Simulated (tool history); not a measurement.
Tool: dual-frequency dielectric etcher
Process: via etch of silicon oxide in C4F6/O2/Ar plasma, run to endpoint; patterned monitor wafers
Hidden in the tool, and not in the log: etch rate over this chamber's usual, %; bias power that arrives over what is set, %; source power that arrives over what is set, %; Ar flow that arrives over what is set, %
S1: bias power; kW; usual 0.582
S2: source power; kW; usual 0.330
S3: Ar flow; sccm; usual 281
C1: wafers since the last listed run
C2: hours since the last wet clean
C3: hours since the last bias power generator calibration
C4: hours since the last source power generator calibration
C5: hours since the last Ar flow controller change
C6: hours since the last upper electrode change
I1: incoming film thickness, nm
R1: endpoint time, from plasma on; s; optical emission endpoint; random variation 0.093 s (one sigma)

{"run": 1, "day": 0.0, "S1": 0.624, "S2": 0.31, "S3": 281, "C1": 0, "C2": 570.4, "C3": 3515.6, "C4": 2026.7, "C5": 4135.7, "C6": 3645.1, "I1": 102.6, "R1": 23.1}
{"run": 2, "day": 0.375, "S1": 0.624, "S2": 0.31, "S3": 281, "C1": 73, "C2": 579.4, "C3": 3524.6, "C4": 2035.7, "C5": 4144.7, "C6": 3654.1, "I1": 103.2, "R1": 23.2}
{"run": 3, "day": 0.796, "S1": 0.624, "S2": 0.31, "S3": 281, "C1": 82, "C2": 589.5, "C3": 3534.7, "C4": 2045.8, "C5": 4154.8, "C6": 3664.2, "I1": 103.1, "R1": 23.4}
{"run": 4, "day": 1.383, "S1": 0.582, "S2": 0.33, "S3": 281, "C1": 115, "C2": 603.6, "C3": 3548.8, "C4": 2059.9, "C5": 4168.9, "C6": 3678.3, "I1": 102.4, "R1": 23.1}
{"run": 5, "day": 1.854, "S1": 0.582, "S2": 0.33, "S3": 281, "C1": 92, "C2": 614.9, "C3": 3560.1, "C4": 2071.2, "C5": 4180.2, "C6": 3689.6, "I1": 102.7, "R1": 23.2}
{"day": 3.121, "done": "wet clean of the chamber"}
{"day": 3.662, "done": "upper electrode replaced"}
{"run": 6, "day": 3.683, "S1": 0.582, "S2": 0.33, "S3": 281, "C1": 55, "C2": 13.5, "C3": 3604.0, "C4": 2115.1, "C5": 4224.1, "C6": 0.5, "I1": 101.9, "R1": 22.9}
{"run": 7, "day": 3.7, "S1": 0.582, "S2": 0.33, "S3": 281, "C1": 3, "C2": 13.9, "C3": 3604.4, "C4": 2115.5, "C5": 4224.5, "C6": 0.9, "I1": 102.1, "R1": 23.0}
{"run": 8, "day": 3.712, "S1": 0.582, "S2": 0.33, "S3": 281, "C1": 2, "C2": 14.2, "C3": 3604.7, "C4": 2115.8, "C5": 4224.8, "C6": 1.2, "I1": 102.6, "R1": 23.1}
{"run": 9, "day": 4.004, "S1": 0.582, "S2": 0.33, "S3": 281, "C1": 57, "C2": 21.2, "C3": 3611.7, "C4": 2122.8, "C5": 4231.8, "C6": 8.2, "I1": 103.4, "R1": 23.2}
{"run": 10, "day": 4.408, "S1": 0.582, "S2": 0.33, "S3": 281, "C1": 79, "C2": 30.9, "C3": 3621.4, "C4": 2132.5, "C5": 4241.5, "C6": 17.9, "I1": 102.4, "R1": 23.0}
{"run": 11, "day": 4.712, "S1": 0.582, "S2": 0.33, "S3": 281, "C1": 59, "C2": 38.2, "C3": 3628.7, "C4": 2139.8, "C5": 4248.8, "C6": 25.2, "I1": 102.8, "R1": 23.3}
{"run": 12, "day": 5.079, "S1": 0.683, "S2": 0.33, "S3": 346, "C1": 71, "C2": 47.0, "C3": 3637.5, "C4": 2148.6, "C5": 4257.6, "C6": 34.0, "I1": 101.7, "R1": 22.3}
{"day": 5.254, "done": "source power generator calibrated"}
{"run": 13, "day": 5.367, "S1": 0.582, "S2": 0.33, "S3": 281, "C1": 23, "C2": 53.9, "C3": 3644.4, "C4": 2.7, "C5": 4264.5, "C6": 40.9, "I1": 102.8, "R1": 23.2}
{"run": 14, "day": 5.725, "S1": 0.582, "S2": 0.38, "S3": 338, "C1": 70, "C2": 62.5, "C3": 3653.0, "C4": 11.3, "C5": 4273.1, "C6": 49.5, "I1": 101.4, "R1": 22.2}
{"day": 6.104, "done": "bias power generator calibrated"}
{"run": 15, "day": 6.125, "S1": 0.582, "S2": 0.39, "S3": 299, "C1": 45, "C2": 72.1, "C3": 0.5, "C4": 20.9, "C5": 4282.7, "C6": 59.1, "I1": 101.4, "R1": 21.7}
{"run": 16, "day": 6.542, "S1": 0.522, "S2": 0.3, "S3": 218, "C1": 81, "C2": 82.1, "C3": 10.5, "C4": 30.9, "C5": 4292.7, "C6": 69.1, "I1": 101.9, "R1": 23.7}
{"run": 17, "day": 6.871, "S1": 0.582, "S2": 0.33, "S3": 281, "C1": 64, "C2": 90.0, "C3": 18.4, "C4": 38.8, "C5": 4300.6, "C6": 77.0, "I1": 101.7, "R1": 23.0}
{"day": 7.471, "done": "Ar flow controller replaced"}
{"run": 18, "day": 7.492, "S1": 0.582, "S2": 0.33, "S3": 281, "C1": 72, "C2": 104.9, "C3": 33.3, "C4": 53.7, "C5": 0.5, "C6": 91.9, "I1": 102.0, "R1": 23.1}
{"run": 19, "day": 7.946, "S1": 0.582, "S2": 0.33, "S3": 263, "C1": 88, "C2": 115.8, "C3": 44.2, "C4": 64.6, "C5": 11.4, "C6": 102.8, "I1": 102.7, "R1": 23.1}
{"run": 20, "day": 8.446, "S1": 0.582, "S2": 0.3, "S3": 319, "C1": 97, "C2": 127.8, "C3": 56.2, "C4": 76.6, "C5": 23.4, "C6": 114.8, "I1": 102.3, "R1": 24.5}
{"run": 21, "day": 9.104, "S1": 0.582, "S2": 0.33, "S3": 281, "C1": 128, "C2": 143.6, "C3": 72.0, "C4": 92.4, "C5": 39.2, "C6": 130.6, "I1": 101.6, "R1": 22.9}
{"run": 22, "day": 9.362, "S1": 0.639, "S2": 0.33, "S3": 351, "C1": 50, "C2": 149.8, "C3": 78.2, "C4": 98.6, "C5": 45.4, "C6": 136.8, "I1": 102.4, "R1": 23.1}

Hidden state at the last listed run before each entry between runs and at the first one after, where it differs:
Between runs 5 and 6: wet clean of the chamber (day 3.121); upper electrode replaced (day 3.662)
  no hidden state differs between the two runs
Between runs 12 and 13: source power generator calibrated (day 5.254)
  no hidden state differs between the two runs
Between runs 14 and 15: bias power generator calibrated (day 6.104)
  no hidden state differs between the two runs
Between runs 17 and 18: Ar flow controller replaced (day 7.471)
  no hidden state differs between the two runs

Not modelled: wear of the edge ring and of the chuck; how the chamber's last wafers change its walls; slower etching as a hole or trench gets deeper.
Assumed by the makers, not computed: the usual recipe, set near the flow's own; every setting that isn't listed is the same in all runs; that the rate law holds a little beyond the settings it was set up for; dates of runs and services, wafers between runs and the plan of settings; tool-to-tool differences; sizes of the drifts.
